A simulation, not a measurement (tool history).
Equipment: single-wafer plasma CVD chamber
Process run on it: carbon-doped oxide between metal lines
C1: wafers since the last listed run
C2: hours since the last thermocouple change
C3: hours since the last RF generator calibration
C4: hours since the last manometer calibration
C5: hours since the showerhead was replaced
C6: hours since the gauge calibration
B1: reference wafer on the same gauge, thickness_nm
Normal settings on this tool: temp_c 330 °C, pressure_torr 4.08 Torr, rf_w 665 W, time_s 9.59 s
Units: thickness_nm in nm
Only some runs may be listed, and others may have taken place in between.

run 1 day=0.000 | temp_c=330 pressure_torr=4.08 rf_w=665 time_s=9.19 | C1=0 C2=2132.6 C3=510.9 C4=962.6 C5=5734.8 C6=498.0 | B1=53.601 | thickness_nm=60.691
run 2 day=0.892 | temp_c=330 pressure_torr=4.08 rf_w=720 time_s=9.59 | C1=723 C2=2154.0 C3=532.3 C4=984.0 C5=5756.2 C6=519.4 | B1=53.639 | thickness_nm=66.988
run 3 day=2.171 | temp_c=330 pressure_torr=4.08 rf_w=720 time_s=9.59 | C1=1038 C2=2184.7 C3=563.0 C4=1014.7 C5=5786.9 C6=550.1 | B1=53.586 | thickness_nm=66.364
run 4 day=2.754 | temp_c=334 pressure_torr=4.08 rf_w=730 time_s=9.59 | C1=473 C2=2198.7 C3=577.0 C4=1028.7 C5=5800.9 C6=564.1 | B1=53.642 | thickness_nm=65.799
run 5 day=3.471 | temp_c=334 pressure_torr=4.08 rf_w=730 time_s=9.59 | C1=581 C2=2215.9 C3=594.2 C4=1045.9 C5=5818.1 C6=581.3 | B1=53.609 | thickness_nm=66.150
run 6 day=3.983 | temp_c=330 pressure_torr=3.50 rf_w=665 time_s=9.59 | C1=416 C2=2228.2 C3=606.5 C4=1058.2 C5=5830.4 C6=593.6 | B1=53.517 | thickness_nm=62.651
run 7 day=5.746 | temp_c=330 pressure_torr=3.50 rf_w=665 time_s=9.59 | C1=1430 C2=2270.5 C3=648.8 C4=1100.5 C5=5872.7 C6=635.9 | B1=53.713 | thickness_nm=61.805
run 8 day=6.375 | temp_c=330 pressure_torr=4.08 rf_w=665 time_s=9.59 | C1=510 C2=2285.6 C3=663.9 C4=1115.6 C5=5887.8 C6=651.0 | B1=53.614 | thickness_nm=63.496
run 9 day=7.817 | temp_c=330 pressure_torr=4.08 rf_w=665 time_s=9.59 | C1=1170 C2=2320.2 C3=698.5 C4=1150.2 C5=5922.4 C6=685.6 | B1=53.611 | thickness_nm=63.921
run 10 day=9.029 | temp_c=330 pressure_torr=4.08 rf_w=665 time_s=9.59 | C1=984 C2=2349.3 C3=727.6 C4=1179.3 C5=5951.5 C6=714.7 | B1=53.518 | thickness_nm=62.845
run 11 day=10.462 | temp_c=330 pressure_torr=3.52 rf_w=565 time_s=9.59 | C1=1163 C2=2383.7 C3=762.0 C4=1213.7 C5=5985.9 C6=749.1 | B1=53.583 | thickness_nm=56.725
-- day=10.900 gauge calibrated
run 12 day=11.646 | temp_c=330 pressure_torr=3.52 rf_w=565 time_s=9.59 | C1=960 C2=2412.1 C3=790.4 C4=1242.1 C5=6014.3 C6=17.9 | B1=53.556 | thickness_nm=56.767
run 13 day=12.425 | temp_c=330 pressure_torr=4.08 rf_w=665 time_s=10.93 | C1=632 C2=2430.8 C3=809.1 C4=1260.8 C5=6033.0 C6=36.6 | B1=53.468 | thickness_nm=72.640
run 14 day=13.854 | temp_c=321 pressure_torr=5.07 rf_w=665 time_s=9.59 | C1=1160 C2=2465.1 C3=843.4 C4=1295.1 C5=6067.3 C6=70.9 | B1=53.578 | thickness_nm=67.005
-- day=14.504 capacitance manometer re-zeroed and calibrated
run 15 day=15.250 | temp_c=330 pressure_torr=4.08 rf_w=590 time_s=8.65 | C1=862 C2=2498.6 C3=876.9 C4=17.9 C5=6100.8 C6=104.4 | B1=53.570 | thickness_nm=52.849
-- day=19.088 RF generator calibrated
run 16 day=19.250 | temp_c=330 pressure_torr=3.52 rf_w=565 time_s=9.59 | C1=2976 C2=2594.6 C3=3.9 C4=113.9 C5=6196.8 C6=200.4 | B1=53.755 | thickness_nm=58.734
run 17 day=20.008 | temp_c=330 pressure_torr=3.79 rf_w=765 time_s=8.17 | C1=615 C2=2612.8 C3=22.1 C4=132.1 C5=6215.0 C6=218.6 | B1=53.640 | thickness_nm=59.136
run 18 day=21.508 | temp_c=336 pressure_torr=4.08 rf_w=665 time_s=11.46 | C1=1217 C2=2648.8 C3=58.1 C4=168.1 C5=6251.0 C6=254.6 | B1=53.562 | thickness_nm=75.720
run 19 day=22.888 | temp_c=321 pressure_torr=4.08 rf_w=605 time_s=9.59 | C1=1119 C2=2681.9 C3=91.2 C4=201.2 C5=6284.1 C6=287.7 | B1=53.617 | thickness_nm=63.302
run 20 day=23.483 | temp_c=330 pressure_torr=3.46 rf_w=665 time_s=11.34 | C1=483 C2=2696.2 C3=105.5 C4=215.5 C5=6298.4 C6=302.0 | B1=53.568 | thickness_nm=74.063
-- day=24.129 thermocouple changed; heater temperature recalibrated
-- day=24.633 showerhead replaced
run 21 day=24.654 | temp_c=330 pressure_torr=4.08 rf_w=665 time_s=9.59 | C1=409 C2=12.6 C3=133.6 C4=243.6 C5=0.5 C6=330.1 | B1=53.522 | thickness_nm=64.879
run 22 day=25.596 | temp_c=330 pressure_torr=4.08 rf_w=590 time_s=8.65 | C1=764 C2=35.2 C3=156.2 C4=266.2 C5=23.1 C6=352.7 | B1=53.628 | thickness_nm=54.977
run 23 day=26.938 | temp_c=344 pressure_torr=4.08 rf_w=665 time_s=9.59 | C1=1089 C2=67.4 C3=188.4 C4=298.4 C5=55.3 C6=384.9 | B1=53.606 | thickness_nm=61.418
run 24 day=29.312 | temp_c=340 pressure_torr=3.81 rf_w=725 time_s=11.21 | C1=1928 C2=124.4 C3=245.4 C4=355.4 C5=112.3 C6=441.9 | B1=53.550 | thickness_nm=75.180
run 25 day=29.958 | temp_c=322 pressure_torr=4.08 rf_w=665 time_s=7.94 | C1=524 C2=139.9 C3=260.9 C4=370.9 C5=127.8 C6=457.4 | B1=53.581 | thickness_nm=55.075
run 26 day=30.779 | temp_c=330 pressure_torr=4.08 rf_w=550 time_s=9.59 | C1=666 C2=159.6 C3=280.6 C4=390.6 C5=147.5 C6=477.1 | B1=53.654 | thickness_nm=58.434
run 27 day=32.938 | temp_c=330 pressure_torr=4.08 rf_w=735 time_s=9.59 | C1=1752 C2=211.4 C3=332.4 C4=442.4 C5=199.3 C6=528.9 | B1=53.755 | thickness_nm=67.614

For each run, what was the tool's unlogged condition?
wafer temperature above the value expected at the setpoint (K): 0 across all the runs
true pressure above the setpoint (%): 0 across all the runs
gauge reads high (%): 0 across all the runs
H1: delivered RF power above the setpoint (%)
run=1 H1=-3.06
run=2 H1=-3.19
run=3 H1=-3.37
run=4 H1=-3.45
run=5 H1=-3.55
run=6 H1=-3.62
run=7 H1=-3.87
run=8 H1=-3.96
run=9 H1=-4.16
run=10 H1=-4.33
run=11 H1=-4.53
run=12 H1=-4.7
run=13 H1=-4.81
run=14 H1=-5.01
run=15 H1=-5.21
run=16 H1=-0.383
run=17 H1=-0.49
run=18 H1=-0.701
run=19 H1=-0.895
run=20 H1=-0.979
run=21 H1=-1.14
run=22 H1=-1.28
run=23 H1=-1.46
run=24 H1=-1.8
run=25 H1=-1.89
run=26 H1=-2.01
run=27 H1=-2.31

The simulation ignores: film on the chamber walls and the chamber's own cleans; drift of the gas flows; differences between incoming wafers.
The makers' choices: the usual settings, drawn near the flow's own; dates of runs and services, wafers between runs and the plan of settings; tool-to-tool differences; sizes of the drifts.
